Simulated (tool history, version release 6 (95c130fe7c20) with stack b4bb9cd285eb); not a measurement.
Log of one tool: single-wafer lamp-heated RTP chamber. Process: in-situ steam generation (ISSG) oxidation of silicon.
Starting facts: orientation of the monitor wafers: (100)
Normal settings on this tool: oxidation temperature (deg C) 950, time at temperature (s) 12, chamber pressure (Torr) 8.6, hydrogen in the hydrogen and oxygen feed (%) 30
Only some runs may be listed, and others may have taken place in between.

run	hour	oxidation temperature (deg C)	time at temperature (s)	chamber pressure (Torr)	hydrogen in the hydrogen and oxygen feed (%)	read-back reference wafer on the same gauge, thickness	oxide thickness on the monitor wafer (Å)
1	0.0	950	12	9.7	30	4.404	38.70
2	10.6	950	12	9.7	30	4.399	39.02
3	26.5	950	12	9.7	30	4.403	39.15
4	46.7	950	12	8.6	30	4.405	40.00
5	61.5	950	12	8.6	30	4.403	40.26
6	75.7	950	12	8.6	30	4.401	40.34
7	88.7	950	12	8.6	24	4.397	38.49
# hour 98.4: pyrometer window cleaned and pyrometer calibrated
8	105.5	950	12	8.6	24	4.390	37.19
# hour 138.6: hydrogen flow controller replaced
9	155.0	950	12	8.6	24	4.401	37.64
# hour 175.2: pressure gauge zeroed
10	175.7	950	12	9.5	30	4.402	39.24
11	178.7	950	12	9.5	30	4.407	39.18
12	193.7	950	15	8.6	30	4.402	43.28
13	207.6	966	12	8.6	22	4.393	38.61
# hour 222.7: pyrometer window cleaned and pyrometer calibrated
14	223.2	950	12	8.1	32	4.390	40.55
15	228.3	935	12	9.4	32	4.408	38.39
# hour 237.0: gauge calibrated
16	243.7	950	12	8.6	30	4.399	39.55
17	260.6	950	12	8.6	30	4.397	39.85
18	272.9	950	15	7.4	27	4.400	42.36
19	289.3	950	16	8.6	30	4.410	43.72
20	296.6	950	8	8.6	30	4.404	34.59
21	308.5	950	12	8.6	32	4.406	40.82
22	315.8	950	12	8.6	25	4.399	38.25
23	329.4	950	12	7.3	30	4.397	40.50

The logged runs with the hidden state left out (each run's random variation unchanged):
The tool's hidden condition here consists of: true wafer temperature minus pyrometer reading, K; true pressure minus gauge reading, Torr; deviation of the hydrogen flow from its setpoint, %; gauge reads high (%).
run	oxide thickness on the monitor wafer (Å)
1	38.37
2	38.62
3	38.64
4	39.28
5	39.37
6	39.26
7	37.29
8	37.07
9	37.37
10	38.83
11	38.74
12	42.60
13	37.84
14	40.42
15	38.28
16	39.41
17	39.66
18	42.07
19	43.30
20	34.31
21	40.32
22	37.72
23	39.80
